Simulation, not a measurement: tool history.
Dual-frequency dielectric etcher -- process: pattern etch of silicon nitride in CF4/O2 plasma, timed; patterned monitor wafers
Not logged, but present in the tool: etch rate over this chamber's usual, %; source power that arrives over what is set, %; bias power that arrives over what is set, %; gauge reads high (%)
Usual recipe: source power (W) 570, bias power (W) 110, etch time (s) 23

run	hour	source power (W)	bias power (W)	etch time (s)	wafers since the last listed run	hours since the last wet clean	hours since the last source power generator calibration	hours since the last bias power generator calibration	hours since the last upper electrode change	hours since the gauge calibration	read-back reference wafer on the same gauge, depth_nm	mean etch depth across the wafer (angstrom)
1	0	570	110	23	0	160.6	1271.7	945.6	1704.8	240.3	43.96	467.9
2	36.4	570	110	23	356	197	1308.1	982	1741.2	276.7	44.01	469.5
3	120.7	570	110	23	824	281.3	1392.4	1066.3	1825.5	361	44.02	471
4	160.4	570	110	23	388	321	1432.1	1106	1865.2	400.7	44.03	473.4
5	261.9	490	110	23	993	422.5	1533.6	1207.5	1966.7	502.2	44.03	428.3
6	306.5	640	110	23	436	467.1	1578.2	1252.1	2011.3	546.8	43.93	504.4
# hour 334.4: wet clean of the chamber
7	404.3	570	110	23	722	69.9	1676	1349.9	2109.1	644.6	44.02	471.7
8	465.8	570	110	23	601	131.4	1737.5	1411.4	2170.6	706.1	44.08	474.3
9	502.7	570	110	23	361	168.3	1774.4	1448.3	2207.5	743	44.04	469.3
10	610.3	570	110	23	1052	275.9	1882	1555.9	2315.1	850.6	44.03	471.6
11	648.2	570	110	23	370	313.8	1919.9	1593.8	2353	888.5	43.98	473.8
12	690.8	570	94	23	416	356.4	1962.5	1636.4	2395.6	931.1	44.01	450.9
13	795.3	570	94	23	1022	460.9	2067	1740.9	2500.1	1035.6	44.06	445.7
# hour 823.2: wet clean of the chamber
14	864.7	570	110	23	444	41.5	2136.4	1810.3	2569.5	1105	43.99	474.1
# hour 875.6: bias power generator calibrated
15	903.3	570	110	23	338	80.1	2175	27.7	2608.1	1143.6	44.05	473.7
16	1008.1	530	137	23	1025	184.9	2279.8	132.5	2712.9	1248.4	44.03	492.9
# hour 1034.6: upper electrode replaced
# hour 1060.7: source power generator calibrated
17	1098.8	570	82	20	613	275.6	38.1	223.2	64.2	1339.1	43.99	379.6
18	1170.4	570	83	23	700	347.2	109.7	294.8	135.8	1410.7	44.03	438
# hour 1203.5: wet clean of the chamber
19	1237.9	660	110	25.5	425	34.4	177.2	362.3	203.3	1478.2	43.92	592.1
# hour 1264.6: gauge calibrated
20	1325	440	110	20.5	852	121.5	264.3	449.4	290.4	60.4	44.03	369.2
21	1396.2	570	110	23	696	192.7	335.5	520.6	361.6	131.6	43.96	480.5
22	1487.1	570	88	28	889	283.6	426.4	611.5	452.5	222.5	44.01	544
# hour 1543.4: source power generator calibrated, repeated, since the last time left the tool worse
23	1558.9	570	110	23	663	355.4	15.5	683.3	524.3	294.3	44.01	467.9
24	1609	570	110	23	490	405.5	65.6	733.4	574.4	344.4	43.97	468.4
# hour 1684.9: wet clean of the chamber
25	1686.4	570	110	23	522	1.5	143	810.8	651.8	421.8	44	468.4
26	1731.7	570	120	27	443	46.8	188.3	856.1	697.1	467.1	43.99	564
27	1821.1	470	124	21	874	136.2	277.7	945.5	786.5	556.5	43.9	396
28	1859.6	510	137	23	376	174.7	316.2	984	825	595	44.03	471.3
29	1954.7	570	110	16.5	930	269.8	411.3	1079.1	920.1	690.1	44.04	335

Predict each of these 4 candidate next runs independently; none follows another, all start after run 29:
A	1955.1	570	110	23	3	270.2	411.7	1079.5	920.5	690.5	?	?
B	1955.1	480	125	29	3	270.2	411.7	1079.5	920.5	690.5	?	?
C	1955.1	440	93	16.5	3	270.2	411.7	1079.5	920.5	690.5	?	?
D	1955.1	470	119	25	3	270.2	411.7	1079.5	920.5	690.5	?	?

run	read-back reference wafer on the same gauge, depth_nm	mean etch depth across the wafer (angstrom)
A	44.04	469.3
B	44.04	555.9
C	44.04	268.5
D	44.04	464.3
With no hidden state in the tool, these same runs would have given:
run	mean etch depth across the wafer (angstrom)
A	468.2
B	554.6
C	267.9
D	463.2
